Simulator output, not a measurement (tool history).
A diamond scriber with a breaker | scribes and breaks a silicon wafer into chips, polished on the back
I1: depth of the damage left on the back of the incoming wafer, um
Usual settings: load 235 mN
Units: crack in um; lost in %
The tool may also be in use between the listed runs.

run 1 day=0 | load=282 | I1=0.03 | crack=9.57 lost=5.54
-- day=0.538 diamond tip replaced by a new one
run 2 day=0.888 | load=282 | I1=0.03 | crack=9.86 lost=5.96
run 3 day=1.454 | load=235 | I1=0.01 | crack=8.54 lost=1.04
run 4 day=2.212 | load=235 | I1=0.01 | crack=8.33 lost=1.1
run 5 day=2.817 | load=235 | I1=0.03 | crack=8.36 lost=1.04
run 6 day=4.062 | load=235 | I1=0.02 | crack=8.32 lost=1.01
run 7 day=5.104 | load=235 | I1=0.01 | crack=8.51 lost=1.1
run 8 day=6.229 | load=235 | I1=0.04 | crack=8.47 lost=0.95
run 9 day=10.429 | load=220 | I1=0.01 | crack=8.01 lost=1.5
-- day=10.833 load on the tip recalibrated
run 10 day=11.117 | load=281 | I1=0.05 | crack=9.75 lost=5.77
run 11 day=12.458 | load=281 | I1=0.04 | crack=9.64 lost=6.04
run 12 day=13.829 | load=235 | I1=0.03 | crack=8.28 lost=1.18
run 13 day=14.942 | load=235 | I1=0.04 | crack=8.33 lost=1.07
run 14 day=15.562 | load=168 | I1=0.02 | crack=6.5 lost=15.1
run 15 day=16.988 | load=286 | I1=0.03 | crack=9.69 lost=6.36
-- day=17.408 diamond tip replaced by a new one
run 16 day=18.1 | load=235 | I1=0.04 | crack=8.36 lost=0.91
run 17 day=22.296 | load=235 | I1=0.02 | crack=8.41 lost=1.08
run 18 day=22.8 | load=235 | I1=0.04 | crack=8.58 lost=1.05
run 19 day=23.792 | load=194 | I1=0.02 | crack=7.34 lost=7.1
run 20 day=25.154 | load=277 | I1=0.03 | crack=9.49 lost=4.22
run 21 day=25.825 | load=210 | I1=0.03 | crack=7.76 lost=2.72
run 22 day=26.754 | load=235 | I1=0.03 | crack=8.39 lost=0.96
run 23 day=27.317 | load=196 | I1=0.05 | crack=7.34 lost=5.95
run 24 day=28.296 | load=294 | I1=0.02 | crack=9.95 lost=7.55
run 25 day=29.729 | load=235 | I1=0.03 | crack=8.33 lost=0.92
run 26 day=30.446 | load=165 | I1=0.03 | crack=6.42 lost=16.49

Run 27 comes next. What will it give?
run 27 day=31.162 | load=188 | I1=0.01 | crack=? lost=?

{"run 27": {"crack": 7, "lost": 8.48}}
Without the tool's hidden state the same run would have given crack 7 um, lost 8.48 %.
